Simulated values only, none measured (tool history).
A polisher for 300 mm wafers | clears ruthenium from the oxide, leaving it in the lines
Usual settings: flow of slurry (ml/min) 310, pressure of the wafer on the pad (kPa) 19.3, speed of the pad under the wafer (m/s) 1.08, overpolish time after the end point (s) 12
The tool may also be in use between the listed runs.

run,hour,flow of slurry (ml/min),pressure of the wafer on the pad (kPa),speed of the pad under the wafer (m/s),overpolish time after the end point (s),wafers since the last listed run,wafers polished on this pad,hours since the slurry nozzle was cleaned,hours since the head pressure was calibrated,"incoming thickness of the incoming film, nm",time until the end point was called (s)
1,0,310,19.3,1.08,7,0,2091,274.7,709.5,111.6,69.9
2,38.1,310,19.3,1.08,12,434,2525,312.8,747.6,111.5,71.2
3,97.8,310,19.3,1.08,12,680,3206,372.5,807.3,110.9,75.8
# hour 154.2: worn pad replaced by a new one
4,154.7,310,19.3,1.08,12,602,6,429.4,864.2,110.1,67.8
# hour 200.2: slurry nozzle cleaned
5,207.7,310,19.3,1.08,12,592,598,7.5,917.2,109.6,65.6
6,416.6,310,19.3,1.08,12,2380,2979,216.4,1126.1,111.1,75.1
7,444.5,310,19.3,1.08,12,317,3297,244.3,1154,109.4,75
# hour 461.1: worn pad replaced by a new one
# hour 476.3: head pressure recalibrated
8,514.3,310,19.3,1.08,10,727,584,314.1,38,111.5,67
9,557.1,310,19.3,1.08,12,487,1071,356.9,80.8,110.1,68.3
10,618.8,310,22.1,1.08,9,703,1775,418.6,142.5,109.2,62.2
11,689,310,19.3,1.08,12,800,2575,488.8,212.7,109.4,77.3
# hour 696.9: slurry nozzle cleaned
# hour 744.7: worn pad replaced by a new one
12,748,380,24.1,1.08,9,615,37,51.1,271.7,110.4,52.3
13,796.2,375,13.8,1.08,9,549,587,99.3,319.9,109.7,87.4
14,850.9,255,19.3,1.28,12,623,1210,154,374.6,109.8,56.1
15,907,310,19.3,1.2,12,639,1850,210.1,430.7,110.8,60.4
16,943.5,310,19.3,1.08,12,415,2266,246.6,467.2,110,70.9
# hour 1090.7: worn pad replaced by a new one
17,1139.9,310,19.3,1.08,12,2192,560,443,663.6,107.6,64.8
# hour 1142.3: slurry nozzle cleaned
18,1194.1,310,19.3,1.08,6,606,1166,51.8,717.8,110.2,67.6
19,1227.6,310,19.3,0.94,12,381,1548,85.3,751.3,108.2,73.1
20,1254.4,310,19.3,1.08,12,305,1853,112.1,778.1,109.4,66.9
# hour 1366.4: worn pad replaced by a new one
21,1430.3,310,24.1,0.74,9,1959,728,288,954,110.1,74.3
22,1467.8,310,19.3,1.08,12,427,1155,325.5,991.5,109.2,65.5
23,1526.1,310,19.3,1.3,12,664,1820,383.8,1049.8,109.9,57.4

Forecast each of these 4 alternatives for the next run:
A,1526.5,345,19.3,1.08,12,4,1824,384.2,1050.2,110.3,?
B,1526.5,265,19.3,1.08,12,4,1824,384.2,1050.2,110.3,?
C,1526.5,310,19.3,1.08,18,4,1824,384.2,1050.2,110.3,?
D,1526.5,230,19.3,1.22,8,4,1824,384.2,1050.2,110.3,?

run,time until the end point was called (s)
A,66.3
B,68.9
C,67.3
D,62.5
Without the tool's hidden state the same runs would have given:
run,time until the end point was called (s)
A,61.7
B,63.4
C,62.3
D,57.1
